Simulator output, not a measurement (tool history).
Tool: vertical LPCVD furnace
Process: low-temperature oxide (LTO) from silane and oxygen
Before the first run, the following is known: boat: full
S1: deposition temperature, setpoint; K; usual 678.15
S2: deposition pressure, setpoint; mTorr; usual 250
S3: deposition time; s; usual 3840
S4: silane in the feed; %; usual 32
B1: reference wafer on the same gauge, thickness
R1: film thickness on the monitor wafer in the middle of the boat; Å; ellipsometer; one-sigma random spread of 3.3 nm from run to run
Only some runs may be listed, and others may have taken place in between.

{"run": 1, "day": 0.0, "S1": 678.15, "S2": 250, "S3": 3840, "S4": 32, "B1": 664.21, "R1": 6017.1}
{"run": 2, "day": 3.108, "S1": 678.15, "S2": 250, "S3": 3840, "S4": 32, "B1": 664.51, "R1": 5947.2}
{"run": 3, "day": 6.279, "S1": 678.15, "S2": 250, "S3": 3840, "S4": 32, "B1": 663.33, "R1": 5949.3}
{"run": 4, "day": 8.896, "S1": 678.15, "S2": 250, "S3": 3840, "S4": 32, "B1": 663.98, "R1": 6056.4}
{"run": 5, "day": 11.838, "S1": 678.15, "S2": 250, "S3": 3840, "S4": 32, "B1": 663.81, "R1": 6002.3}
{"run": 6, "day": 14.167, "S1": 678.15, "S2": 250, "S3": 3840, "S4": 32, "B1": 665.47, "R1": 5966.9}
{"run": 7, "day": 16.092, "S1": 678.15, "S2": 250, "S3": 3840, "S4": 32, "B1": 665.19, "R1": 6021.6}
{"run": 8, "day": 18.708, "S1": 678.15, "S2": 250, "S3": 3840, "S4": 32, "B1": 664.27, "R1": 6037.8}
{"run": 9, "day": 21.417, "S1": 678.15, "S2": 250, "S3": 3840, "S4": 32, "B1": 664.04, "R1": 6037.2}
{"day": 25.0, "done": "gauge calibrated"}
{"run": 10, "day": 30.175, "S1": 678.15, "S2": 250, "S3": 3840, "S4": 32, "B1": 663.86, "R1": 6050.1}
{"run": 11, "day": 34.196, "S1": 678.15, "S2": 250, "S3": 3840, "S4": 32, "B1": 664.52, "R1": 6080.8}
{"run": 12, "day": 37.129, "S1": 678.15, "S2": 250, "S3": 3840, "S4": 32, "B1": 663.46, "R1": 6015.6}
{"run": 13, "day": 41.025, "S1": 678.15, "S2": 250, "S3": 3840, "S4": 32, "B1": 663.82, "R1": 6078.4}
{"run": 14, "day": 44.825, "S1": 678.15, "S2": 250, "S3": 3840, "S4": 38, "B1": 664.87, "R1": 7606.5}
{"run": 15, "day": 47.704, "S1": 678.15, "S2": 285, "S3": 3300, "S4": 38, "B1": 664.32, "R1": 7423.6}
{"day": 49.354, "done": "silane flow controller replaced"}
{"run": 16, "day": 49.442, "S1": 674.15, "S2": 285, "S3": 3090, "S4": 26, "B1": 665.5, "R1": 3907.4}
{"day": 51.667, "done": "thermocouples replaced and temperature profile calibrated"}
{"run": 17, "day": 52.704, "S1": 686.15, "S2": 250, "S3": 2580, "S4": 27, "B1": 663.63, "R1": 3394.5}
{"day": 53.854, "done": "pressure gauge zeroed"}
{"run": 18, "day": 54.942, "S1": 682.15, "S2": 250, "S3": 4710, "S4": 29, "B1": 664.89, "R1": 6388.9}
{"run": 19, "day": 57.371, "S1": 678.15, "S2": 250, "S3": 3840, "S4": 32, "B1": 664.18, "R1": 5815.2}
{"run": 20, "day": 59.596, "S1": 678.15, "S2": 270, "S3": 4950, "S4": 28, "B1": 662.93, "R1": 6617.6}
{"run": 21, "day": 61.7, "S1": 682.15, "S2": 280, "S3": 2520, "S4": 32, "B1": 663.66, "R1": 4436.4}
{"run": 22, "day": 63.267, "S1": 678.15, "S2": 250, "S3": 4530, "S4": 32, "B1": 664.04, "R1": 6754.7}
{"run": 23, "day": 67.442, "S1": 678.15, "S2": 250, "S3": 3840, "S4": 32, "B1": 664.21, "R1": 5783.2}
{"run": 24, "day": 71.171, "S1": 678.15, "S2": 270, "S3": 3000, "S4": 32, "B1": 662.66, "R1": 4950.6}
{"run": 25, "day": 75.562, "S1": 678.15, "S2": 190, "S3": 3180, "S4": 32, "B1": 663.6, "R1": 3652.9}
{"run": 26, "day": 79.817, "S1": 688.15, "S2": 250, "S3": 3840, "S4": 27, "B1": 663.74, "R1": 5058}

4 ways to go on from here, each from the tool as it stands after run 26. What would each give?
{"run": "A", "day": 80.008, "S1": 672.15, "S2": 250, "S3": 3840, "S4": 32, "B1": "?", "R1": "?"}
{"run": "B", "day": 80.008, "S1": 678.15, "S2": 250, "S3": 3840, "S4": 30, "B1": "?", "R1": "?"}
{"run": "C", "day": 80.008, "S1": 678.15, "S2": 270, "S3": 2340, "S4": 34, "B1": "?", "R1": "?"}
{"run": "D", "day": 80.008, "S1": 678.15, "S2": 225, "S3": 3840, "S4": 27, "B1": "?", "R1": "?"}

run=A B1=664.99 R1=5466.6
run=B B1=664.99 R1=5345.7
run=C B1=664.99 R1=4187.2
run=D B1=664.99 R1=4118.6
Had the tool no hidden state, the same runs would have come out as:
run=A R1=5287.6
run=B R1=5171.8
run=C R1=4055.6
run=D R1=3980.4

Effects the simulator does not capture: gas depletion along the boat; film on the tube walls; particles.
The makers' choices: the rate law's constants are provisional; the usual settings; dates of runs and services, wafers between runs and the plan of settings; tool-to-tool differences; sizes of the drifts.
